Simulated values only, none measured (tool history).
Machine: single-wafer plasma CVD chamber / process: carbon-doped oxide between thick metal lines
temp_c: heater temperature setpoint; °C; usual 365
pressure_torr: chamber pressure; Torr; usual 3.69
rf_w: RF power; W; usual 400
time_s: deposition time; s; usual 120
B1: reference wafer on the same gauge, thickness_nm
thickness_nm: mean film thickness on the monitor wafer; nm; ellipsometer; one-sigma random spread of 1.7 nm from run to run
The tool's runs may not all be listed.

{"run": 1, "hour": 0.0, "temp_c": 365, "pressure_torr": 3.69, "rf_w": 400, "time_s": 120, "B1": 502.571, "thickness_nm": 467.538}
{"run": 2, "hour": 16.5, "temp_c": 365, "pressure_torr": 3.69, "rf_w": 400, "time_s": 120, "B1": 502.799, "thickness_nm": 463.189}
{"run": 3, "hour": 32.5, "temp_c": 365, "pressure_torr": 3.69, "rf_w": 400, "time_s": 120, "B1": 502.998, "thickness_nm": 463.836}
{"run": 4, "hour": 49.6, "temp_c": 357, "pressure_torr": 3.69, "rf_w": 400, "time_s": 120, "B1": 502.625, "thickness_nm": 474.467}
{"run": 5, "hour": 63.0, "temp_c": 357, "pressure_torr": 3.69, "rf_w": 400, "time_s": 120, "B1": 502.909, "thickness_nm": 473.742}
{"run": 6, "hour": 71.3, "temp_c": 357, "pressure_torr": 3.69, "rf_w": 400, "time_s": 120, "B1": 503.04, "thickness_nm": 474.156}
{"run": 7, "hour": 87.0, "temp_c": 365, "pressure_torr": 3.69, "rf_w": 400, "time_s": 120, "B1": 502.945, "thickness_nm": 460.122}
{"run": 8, "hour": 96.8, "temp_c": 365, "pressure_torr": 3.69, "rf_w": 400, "time_s": 120, "B1": 502.99, "thickness_nm": 460.409}
{"run": 9, "hour": 106.5, "temp_c": 365, "pressure_torr": 3.69, "rf_w": 400, "time_s": 120, "B1": 503.09, "thickness_nm": 461.069}
{"hour": 130.9, "done": "RF generator calibrated"}
{"run": 10, "hour": 131.4, "temp_c": 365, "pressure_torr": 3.69, "rf_w": 400, "time_s": 120, "B1": 503.109, "thickness_nm": 488.224}
{"run": 11, "hour": 133.4, "temp_c": 365, "pressure_torr": 3.69, "rf_w": 400, "time_s": 120, "B1": 503.022, "thickness_nm": 487.945}
{"hour": 147.7, "done": "capacitance manometer re-zeroed and calibrated"}
{"hour": 150.2, "done": "showerhead replaced"}
{"run": 12, "hour": 150.8, "temp_c": 365, "pressure_torr": 3.69, "rf_w": 400, "time_s": 109, "B1": 503.172, "thickness_nm": 444.679}
{"run": 13, "hour": 162.3, "temp_c": 365, "pressure_torr": 3.69, "rf_w": 400, "time_s": 120, "B1": 502.689, "thickness_nm": 487.844}
{"run": 14, "hour": 174.6, "temp_c": 365, "pressure_torr": 4, "rf_w": 345, "time_s": 120, "B1": 503.187, "thickness_nm": 435.419}
{"hour": 195.4, "done": "thermocouple changed; heater temperature recalibrated"}
{"run": 15, "hour": 195.9, "temp_c": 355, "pressure_torr": 3.69, "rf_w": 400, "time_s": 120, "B1": 502.905, "thickness_nm": 498.563}
{"run": 16, "hour": 201.3, "temp_c": 358, "pressure_torr": 4.28, "rf_w": 400, "time_s": 120, "B1": 502.841, "thickness_nm": 511.445}
{"run": 17, "hour": 215.4, "temp_c": 352, "pressure_torr": 3.69, "rf_w": 435, "time_s": 108, "B1": 503.371, "thickness_nm": 487.549}
{"run": 18, "hour": 223.6, "temp_c": 358, "pressure_torr": 4.28, "rf_w": 400, "time_s": 120, "B1": 502.571, "thickness_nm": 512.085}
{"run": 19, "hour": 238.1, "temp_c": 356, "pressure_torr": 3.69, "rf_w": 400, "time_s": 120, "B1": 502.976, "thickness_nm": 496.87}
{"run": 20, "hour": 249.5, "temp_c": 365, "pressure_torr": 3.69, "rf_w": 400, "time_s": 97, "B1": 503.124, "thickness_nm": 394.31}
{"hour": 250.4, "done": "gauge calibrated"}
{"run": 21, "hour": 258.1, "temp_c": 350, "pressure_torr": 4.6, "rf_w": 430, "time_s": 120, "B1": 503.236, "thickness_nm": 565.601}
{"run": 22, "hour": 273.6, "temp_c": 365, "pressure_torr": 3.69, "rf_w": 335, "time_s": 138, "B1": 502.955, "thickness_nm": 478.857}
{"run": 23, "hour": 285.3, "temp_c": 371, "pressure_torr": 4.08, "rf_w": 335, "time_s": 120, "B1": 502.921, "thickness_nm": 420.012}
{"run": 24, "hour": 296.1, "temp_c": 365, "pressure_torr": 3.37, "rf_w": 430, "time_s": 120, "B1": 503.092, "thickness_nm": 506.246}
{"run": 25, "hour": 305.6, "temp_c": 372, "pressure_torr": 3.69, "rf_w": 455, "time_s": 120, "B1": 503.118, "thickness_nm": 530.689}
{"run": 26, "hour": 320.3, "temp_c": 375, "pressure_torr": 3.69, "rf_w": 400, "time_s": 120, "B1": 503.349, "thickness_nm": 470.462}
{"run": 27, "hour": 326.4, "temp_c": 365, "pressure_torr": 3.69, "rf_w": 400, "time_s": 120, "B1": 503.113, "thickness_nm": 483.27}

Here are 5 independent what-if runs from the current tool condition. What would each one return?
{"run": "A", "hour": 326.8, "temp_c": 371, "pressure_torr": 3.69, "rf_w": 400, "time_s": 120, "B1": "?", "thickness_nm": "?"}
{"run": "B", "hour": 326.8, "temp_c": 365, "pressure_torr": 4.53, "rf_w": 400, "time_s": 120, "B1": "?", "thickness_nm": "?"}
{"run": "C", "hour": 326.8, "temp_c": 374, "pressure_torr": 2.78, "rf_w": 325, "time_s": 120, "B1": "?", "thickness_nm": "?"}
{"run": "D", "hour": 326.8, "temp_c": 354, "pressure_torr": 3.69, "rf_w": 400, "time_s": 104, "B1": "?", "thickness_nm": "?"}
{"run": "E", "hour": 326.8, "temp_c": 365, "pressure_torr": 4.42, "rf_w": 470, "time_s": 143, "B1": "?", "thickness_nm": "?"}

run=A B1=502.921 thickness_nm=477.397
run=B B1=502.921 thickness_nm=508.382
run=C B1=502.921 thickness_nm=377.773
run=D B1=502.921 thickness_nm=432.637
run=E B1=502.921 thickness_nm=684.032
Without the tool's unlogged condition, the same runs would have read:
run=A thickness_nm=486.549
run=B thickness_nm=518.127
run=C thickness_nm=385.512
run=D thickness_nm=440.93
run=E thickness_nm=695.316

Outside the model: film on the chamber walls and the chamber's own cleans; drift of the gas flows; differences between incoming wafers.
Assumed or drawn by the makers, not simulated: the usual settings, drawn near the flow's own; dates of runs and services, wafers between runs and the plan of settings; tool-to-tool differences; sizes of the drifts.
